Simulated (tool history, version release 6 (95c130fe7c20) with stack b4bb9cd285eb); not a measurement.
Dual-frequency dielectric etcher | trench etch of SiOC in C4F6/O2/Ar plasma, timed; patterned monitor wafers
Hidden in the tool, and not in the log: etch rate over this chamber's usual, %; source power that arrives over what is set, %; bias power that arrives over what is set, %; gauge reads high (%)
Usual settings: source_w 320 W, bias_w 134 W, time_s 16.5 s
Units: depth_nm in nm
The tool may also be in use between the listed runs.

run   hour  source_w  bias_w  time_s  wafers since the last listed run  hours since the last wet clean  hours since the last source power generator calibration  hours since the last bias power generator calibration  hours since the last upper electrode change  hours since the gauge calibration  read-back reference wafer on the same gauge, depth_nm  depth_nm
  1      0       320     157    16.5                                 0                            53.5                                                     2349                                                 3395.2                                       1687.6                               61.7                                                  29.21     28.56
  2   35.1       260     134    16.5                               488                            88.6                                                   2384.1                                                 3430.3                                       1722.7                               96.8                                                  29.15     23.78
      40.9  -- source power generator calibrated
  3   85.6       320     134    16.5                               647                           139.1                                                     44.7                                                 3480.8                                       1773.2                              147.3                                                  29.22     26.09
  4    117       320     134    16.5                               436                           170.5                                                     76.1                                                 3512.2                                       1804.6                              178.7                                                   29.2     26.46
  5    140       320     117    16.5                               320                           193.5                                                     99.1                                                 3535.2                                       1827.6                              201.7                                                  29.16     24.89
  6  158.8       320     134      20                               261                           212.3                                                    117.9                                                   3554                                       1846.4                              220.5                                                  29.19        32
  7  174.9       320     134      13                               224                           228.4                                                      134                                                 3570.1                                       1862.5                              236.6                                                  29.22     20.83
  8  268.7       320     134    16.5                              1305                           322.2                                                    227.8                                                 3663.9                                       1956.3                              330.4                                                  29.23     25.99
  9  286.6       320     107    19.5                               249                           340.1                                                    245.7                                                 3681.8                                       1974.2                              348.3                                                  29.16      27.4
 10  304.5       320     134    16.5                               249                             358                                                    263.6                                                 3699.7                                       1992.1                              366.2                                                  29.18     25.95
 11  327.3       320     134    16.5                               317                           380.8                                                    286.4                                                 3722.5                                       2014.9                                389                                                  29.24     25.77
 12  340.4       320     134    16.5                               182                           393.9                                                    299.5                                                 3735.6                                         2028                              402.1                                                   29.2     25.86
     353.8  -- bias power generator calibrated
 13  370.4       350     120      12                               361                           423.9                                                    329.5                                                   16.6                                         2058                              432.1                                                  29.13     18.55
 14  386.3       270     134    21.5                               221                           439.8                                                    345.4                                                   32.5                                       2073.9                                448                                                  29.22     30.78
 15  400.4       320     134    16.5                               196                           453.9                                                    359.5                                                   46.6                                         2088                              462.1                                                  29.22     25.55
 16    415       320     154    16.5                               203                           468.5                                                    374.1                                                   61.2                                       2102.6                              476.7                                                   29.2     27.59
 17  429.9       250     108    16.5                               207                           483.4                                                      389                                                   76.1                                       2117.5                              491.6                                                  29.18     19.88
     479.5  -- upper electrode replaced
 18    480       320     134    16.5                               363                           533.5                                                    439.1                                                  126.2                                          0.5                              541.7                                                   29.2     25.43
 19  486.3       320     144    16.5                                87                           539.8                                                    445.4                                                  132.5                                          6.8                                548                                                  29.16      26.3
 20  517.4       250     134    16.5                               432                           570.9                                                    476.5                                                  163.6                                         37.9                              579.1                                                  29.24     22.07
 21  543.9       360     165      21                               368                           597.4                                                      503                                                  190.1                                         64.4                              605.6                                                  29.19     37.63
 22  571.2       320     134    16.5                               379                           624.7                                                    530.3                                                  217.4                                         91.7                              632.9                                                  29.15     25.11
 23  593.8       320     134    16.5                               314                           647.3                                                    552.9                                                    240                                        114.3                              655.5                                                  29.23     25.58
     623.9  -- wet clean of the chamber
 24  624.4       260     134      20                                91                             0.5                                                    583.5                                                  270.6                                        144.9                              686.1                                                  29.15     29.73
 25  633.9       370     134    11.5                               132                              10                                                      593                                                  280.1                                        154.4                              695.6                                                  29.17     20.52
 26  655.8       350     108    16.5                               304                            31.9                                                    614.9                                                    302                                        176.3                              717.5                                                   29.3     25.66
 27  684.2       300     134    16.5                               395                            60.3                                                    643.3                                                  330.4                                        204.7                              745.9                                                  29.16     26.28
 28  715.7       320     134      15                               438                            91.8                                                    674.8                                                  361.9                                        236.2                              777.4                                                  29.17     24.76
 29  747.8       320     134    16.5                               446                           123.9                                                    706.9                                                    394                                        268.3                              809.5                                                   29.2     26.98
 30  762.5       320     134    16.5                               204                           138.6                                                    721.6                                                  408.7                                          283                              824.2                                                   29.2     27.12

Hidden state or all else? Some run-to-run changes of depth_nm, split into what the settings, what came in and random variation would give without the hidden state, and what is left for the hidden state (with any gauge scatter that isn't in both results):
Run 13 -> 14: source_w 350 -> 270, bias_w 120 -> 134, time_s 12 -> 21.5. depth_nm +12.23 nm: hidden state -0.69, all else +12.92.
Run 20 -> 21: source_w 250 -> 360, bias_w 134 -> 165, time_s 16.5 -> 21. depth_nm +15.56 nm: hidden state -1.13, all else +16.69.
Run 21 -> 22: source_w 360 -> 320, bias_w 165 -> 134, time_s 21 -> 16.5. depth_nm -12.52 nm: hidden state +0.8, all else -13.32.
Run 23 -> 24: source_w 320 -> 260, time_s 16.5 -> 20, wet clean of the chamber. depth_nm +4.15 nm: hidden state +2.12, all else +2.03.
